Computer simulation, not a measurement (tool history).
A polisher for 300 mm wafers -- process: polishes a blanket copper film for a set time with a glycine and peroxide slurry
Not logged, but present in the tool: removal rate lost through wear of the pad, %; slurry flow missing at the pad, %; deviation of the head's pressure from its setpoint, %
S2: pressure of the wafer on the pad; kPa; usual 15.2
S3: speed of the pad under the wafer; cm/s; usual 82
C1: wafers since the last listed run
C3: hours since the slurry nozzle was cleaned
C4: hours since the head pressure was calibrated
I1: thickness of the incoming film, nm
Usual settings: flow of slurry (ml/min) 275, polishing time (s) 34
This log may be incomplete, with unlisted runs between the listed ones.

{"run": 1, "day": 0.0, "flow of slurry (ml/min)": 275, "S2": 15.2, "S3": 82, "polishing time (s)": 34, "C1": 0, "wafers polished on this pad": 225, "C3": 783.6, "C4": 876.5, "I1": 2096.2, "film removed (angstrom)": 1137}
{"run": 2, "day": 0.996, "flow of slurry (ml/min)": 275, "S2": 15.2, "S3": 82, "polishing time (s)": 34, "C1": 443, "wafers polished on this pad": 669, "C3": 807.5, "C4": 900.4, "I1": 2069.5, "film removed (angstrom)": 1162}
{"run": 3, "day": 2.379, "flow of slurry (ml/min)": 275, "S2": 15.2, "S3": 82, "polishing time (s)": 34, "C1": 616, "wafers polished on this pad": 1286, "C3": 840.7, "C4": 933.6, "I1": 2052.4, "film removed (angstrom)": 1154}
{"run": 4, "day": 2.896, "flow of slurry (ml/min)": 275, "S2": 15.2, "S3": 82, "polishing time (s)": 34, "C1": 230, "wafers polished on this pad": 1516, "C3": 853.1, "C4": 946, "I1": 2109.3, "film removed (angstrom)": 1152}
{"day": 3.125, "done": "worn pad replaced by a new one"}
{"run": 5, "day": 3.917, "flow of slurry (ml/min)": 275, "S2": 15.2, "S3": 98, "polishing time (s)": 34, "C1": 380, "wafers polished on this pad": 353, "C3": 877.6, "C4": 970.5, "I1": 2085.9, "film removed (angstrom)": 1308}
{"run": 6, "day": 4.988, "flow of slurry (ml/min)": 275, "S2": 15.2, "S3": 98, "polishing time (s)": 34, "C1": 477, "wafers polished on this pad": 830, "C3": 903.3, "C4": 996.2, "I1": 2082.8, "film removed (angstrom)": 1304}
{"run": 7, "day": 6.275, "flow of slurry (ml/min)": 275, "S2": 15.2, "S3": 98, "polishing time (s)": 34, "C1": 573, "wafers polished on this pad": 1404, "C3": 934.2, "C4": 1027.1, "I1": 2078.6, "film removed (angstrom)": 1295}
{"day": 6.912, "done": "worn pad replaced by a new one"}
{"run": 8, "day": 7.1, "flow of slurry (ml/min)": 220, "S2": 15.2, "S3": 60, "polishing time (s)": 34, "C1": 293, "wafers polished on this pad": 83, "C3": 954, "C4": 1046.9, "I1": 2061.5, "film removed (angstrom)": 872}
{"run": 9, "day": 8.092, "flow of slurry (ml/min)": 275, "S2": 15.2, "S3": 82, "polishing time (s)": 34, "C1": 442, "wafers polished on this pad": 526, "C3": 977.8, "C4": 1070.7, "I1": 2034.1, "film removed (angstrom)": 1125}
{"day": 8.183, "done": "slurry nozzle cleaned"}
{"run": 10, "day": 9.246, "flow of slurry (ml/min)": 230, "S2": 19.3, "S3": 82, "polishing time (s)": 34, "C1": 495, "wafers polished on this pad": 1021, "C3": 25.5, "C4": 1098.4, "I1": 2095.2, "film removed (angstrom)": 1389}
{"day": 10.029, "done": "head pressure recalibrated"}
{"day": 10.392, "done": "worn pad replaced by a new one"}
{"run": 11, "day": 10.683, "flow of slurry (ml/min)": 275, "S2": 15.2, "S3": 96, "polishing time (s)": 34, "C1": 529, "wafers polished on this pad": 129, "C3": 60, "C4": 15.7, "I1": 2063.6, "film removed (angstrom)": 1350}

The next listed run, before its measurement:
{"run": 12, "day": 11.658, "flow of slurry (ml/min)": 275, "S2": 15.2, "S3": 56, "polishing time (s)": 28, "C1": 434, "wafers polished on this pad": 564, "C3": 83.4, "C4": 39.1, "I1": 2059.3, "film removed (angstrom)": "?"}

film removed (angstrom): 749
With no hidden state in the tool, this same run would have given film removed (angstrom) 751.

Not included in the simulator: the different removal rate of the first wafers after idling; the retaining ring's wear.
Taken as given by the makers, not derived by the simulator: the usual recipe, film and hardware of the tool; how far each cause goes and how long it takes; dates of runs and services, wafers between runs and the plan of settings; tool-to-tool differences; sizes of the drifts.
